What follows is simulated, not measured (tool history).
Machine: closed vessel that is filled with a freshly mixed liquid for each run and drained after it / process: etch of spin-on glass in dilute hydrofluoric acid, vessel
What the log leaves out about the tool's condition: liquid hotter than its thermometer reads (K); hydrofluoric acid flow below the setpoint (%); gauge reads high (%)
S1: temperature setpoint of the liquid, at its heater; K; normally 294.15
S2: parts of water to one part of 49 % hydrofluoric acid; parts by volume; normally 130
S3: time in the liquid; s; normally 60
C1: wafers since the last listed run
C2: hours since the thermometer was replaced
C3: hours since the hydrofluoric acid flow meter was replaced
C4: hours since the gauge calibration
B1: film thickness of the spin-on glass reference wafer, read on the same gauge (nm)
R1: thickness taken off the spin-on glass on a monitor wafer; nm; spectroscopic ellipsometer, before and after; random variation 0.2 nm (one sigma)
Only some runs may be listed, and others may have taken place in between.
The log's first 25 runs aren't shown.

run 26 hour=341.7 | S1=294.15 S2=130 S3=60 | C1=2117 C2=124.4 C3=163.6 C4=29.8 | B1=89.98 | R1=22.73
run 27 hour=359.3 | S1=294.15 S2=90 S3=60 | C1=2105 C2=142 C3=181.2 C4=47.4 | B1=90.01 | R1=35.02
run 28 hour=374.4 | S1=294.15 S2=75 S3=90 | C1=1806 C2=157.1 C3=196.3 C4=62.5 | B1=90.01 | R1=63.02
run 29 hour=390.8 | S1=296.65 S2=130 S3=60 | C1=1961 C2=173.5 C3=212.7 C4=78.9 | B1=89.98 | R1=25.09
run 30 hour=401.1 | S1=294.15 S2=130 S3=80 | C1=1232 C2=183.8 C3=223 C4=89.2 | B1=90 | R1=30.62
run 31 hour=417.3 | S1=294.15 S2=95 S3=60 | C1=1937 C2=200 C3=239.2 C4=105.4 | B1=90 | R1=32.96
run 32 hour=434.4 | S1=294.15 S2=130 S3=60 | C1=2045 C2=217.1 C3=256.3 C4=122.5 | B1=89.99 | R1=23.08
run 33 hour=446 | S1=294.15 S2=105 S3=60 | C1=1387 C2=228.7 C3=267.9 C4=134.1 | B1=90 | R1=29.72

What if the next run were any one of these 5? Each begins from the tool's condition after run 33:
run A hour=446.7 | S1=294.15 S2=130 S3=60 | C1=83 C2=229.4 C3=268.6 C4=134.8 | B1=? | R1=?
run B hour=446.7 | S1=296.65 S2=130 S3=75 | C1=83 C2=229.4 C3=268.6 C4=134.8 | B1=? | R1=?
run C hour=446.7 | S1=298.65 S2=150 S3=70 | C1=83 C2=229.4 C3=268.6 C4=134.8 | B1=? | R1=?
run D hour=446.7 | S1=292.15 S2=130 S3=80 | C1=83 C2=229.4 C3=268.6 C4=134.8 | B1=? | R1=?
run E hour=446.7 | S1=294.15 S2=155 S3=35 | C1=83 C2=229.4 C3=268.6 C4=134.8 | B1=? | R1=?

run=A B1=90.01 R1=22.94
run=B B1=90.01 R1=31.62
run=C B1=90.01 R1=26.95
run=D B1=90.01 R1=28.23
run=E B1=90.01 R1=10.92
Take away the tool's hidden state, keep each run's random variation, and the runs would have read:
run=A R1=22.34
run=B R1=30.82
run=C R1=26.29
run=D R1=27.48
run=E R1=10.64
